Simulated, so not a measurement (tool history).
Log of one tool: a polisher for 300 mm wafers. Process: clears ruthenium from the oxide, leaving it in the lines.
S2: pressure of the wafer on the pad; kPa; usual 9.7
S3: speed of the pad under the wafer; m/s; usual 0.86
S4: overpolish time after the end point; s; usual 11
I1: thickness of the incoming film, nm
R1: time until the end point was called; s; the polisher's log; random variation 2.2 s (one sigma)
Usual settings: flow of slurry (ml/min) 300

{"run": 1, "day": 0.0, "flow of slurry (ml/min)": 300, "S2": 9.7, "S3": 0.86, "S4": 11, "I1": 101.1, "R1": 150.3}
{"run": 2, "day": 1.15, "flow of slurry (ml/min)": 300, "S2": 9.7, "S3": 0.86, "S4": 11, "I1": 102.1, "R1": 156.8}
{"run": 3, "day": 2.338, "flow of slurry (ml/min)": 300, "S2": 6.9, "S3": 0.86, "S4": 13, "I1": 101.2, "R1": 213.0}
{"day": 2.529, "done": "worn pad replaced by a new one"}
{"run": 4, "day": 3.117, "flow of slurry (ml/min)": 300, "S2": 6.9, "S3": 0.86, "S4": 13, "I1": 101.5, "R1": 196.2}
{"run": 5, "day": 6.583, "flow of slurry (ml/min)": 300, "S2": 6.9, "S3": 0.86, "S4": 13, "I1": 100.5, "R1": 200.8}
{"run": 6, "day": 9.233, "flow of slurry (ml/min)": 300, "S2": 9.7, "S3": 0.86, "S4": 11, "I1": 100.4, "R1": 167.5}
{"day": 9.475, "done": "worn pad replaced by a new one"}
{"run": 7, "day": 11.979, "flow of slurry (ml/min)": 300, "S2": 9.7, "S3": 0.86, "S4": 11, "I1": 99.3, "R1": 145.6}
{"run": 8, "day": 12.638, "flow of slurry (ml/min)": 300, "S2": 9.7, "S3": 0.86, "S4": 11, "I1": 99.5, "R1": 150.3}
{"run": 9, "day": 13.946, "flow of slurry (ml/min)": 300, "S2": 9.7, "S3": 0.86, "S4": 13, "I1": 100.7, "R1": 153.5}
{"day": 15.392, "done": "worn pad replaced by a new one"}
{"run": 10, "day": 15.412, "flow of slurry (ml/min)": 300, "S2": 9.7, "S3": 0.86, "S4": 13, "I1": 100.3, "R1": 148.0}
{"run": 11, "day": 16.808, "flow of slurry (ml/min)": 300, "S2": 9.7, "S3": 0.86, "S4": 7, "I1": 97.9, "R1": 146.5}
{"run": 12, "day": 17.442, "flow of slurry (ml/min)": 300, "S2": 9.7, "S3": 0.86, "S4": 7, "I1": 100.1, "R1": 147.8}
{"run": 13, "day": 20.896, "flow of slurry (ml/min)": 275, "S2": 8.3, "S3": 0.98, "S4": 6, "I1": 101.7, "R1": 169.8}
{"day": 21.104, "done": "worn pad replaced by a new one"}
{"run": 14, "day": 21.896, "flow of slurry (ml/min)": 300, "S2": 11.7, "S3": 0.86, "S4": 8, "I1": 98.2, "R1": 121.3}
{"run": 15, "day": 22.871, "flow of slurry (ml/min)": 300, "S2": 9.7, "S3": 0.86, "S4": 16, "I1": 99.4, "R1": 146.2}
{"run": 16, "day": 24.088, "flow of slurry (ml/min)": 355, "S2": 9.7, "S3": 0.86, "S4": 18, "I1": 99.6, "R1": 141.8}
{"run": 17, "day": 24.808, "flow of slurry (ml/min)": 345, "S2": 6.9, "S3": 0.7, "S4": 11, "I1": 98.6, "R1": 224.6}
{"day": 25.033, "done": "head pressure recalibrated"}
{"day": 25.046, "done": "slurry nozzle cleaned"}
{"run": 18, "day": 26.117, "flow of slurry (ml/min)": 340, "S2": 11.0, "S3": 0.98, "S4": 14, "I1": 99.3, "R1": 125.7}
{"day": 27.717, "done": "worn pad replaced by a new one"}
{"run": 19, "day": 28.071, "flow of slurry (ml/min)": 300, "S2": 9.7, "S3": 0.86, "S4": 11, "I1": 99.5, "R1": 139.6}
{"run": 20, "day": 29.475, "flow of slurry (ml/min)": 355, "S2": 9.7, "S3": 0.86, "S4": 11, "I1": 101.4, "R1": 148.6}
{"run": 21, "day": 30.508, "flow of slurry (ml/min)": 300, "S2": 9.7, "S3": 0.86, "S4": 11, "I1": 100.7, "R1": 144.2}
{"run": 22, "day": 31.183, "flow of slurry (ml/min)": 300, "S2": 9.7, "S3": 0.66, "S4": 11, "I1": 99.8, "R1": 177.7}
{"run": 23, "day": 31.729, "flow of slurry (ml/min)": 205, "S2": 9.7, "S3": 0.86, "S4": 11, "I1": 99.1, "R1": 156.7}
{"run": 24, "day": 32.883, "flow of slurry (ml/min)": 240, "S2": 8.3, "S3": 0.96, "S4": 11, "I1": 100.2, "R1": 171.0}

Forecast each of these 4 alternatives for the next run:
{"run": "A", "day": 32.904, "flow of slurry (ml/min)": 300, "S2": 9.7, "S3": 0.86, "S4": 11, "I1": 100.9, "R1": "?"}
{"run": "B", "day": 32.904, "flow of slurry (ml/min)": 200, "S2": 12.4, "S3": 0.74, "S4": 5, "I1": 100.9, "R1": "?"}
{"run": "C", "day": 32.904, "flow of slurry (ml/min)": 300, "S2": 6.2, "S3": 0.72, "S4": 11, "I1": 100.9, "R1": "?"}
{"run": "D", "day": 32.904, "flow of slurry (ml/min)": 335, "S2": 13.1, "S3": 0.72, "S4": 16, "I1": 100.9, "R1": "?"}

run=A R1=160.6
run=B R1=150.7
run=C R1=265.3
run=D R1=139.2
Without the tool's hidden state the same runs would have given:
run=A R1=148.3
run=B R1=139.1
run=C R1=244.9
run=D R1=128.5
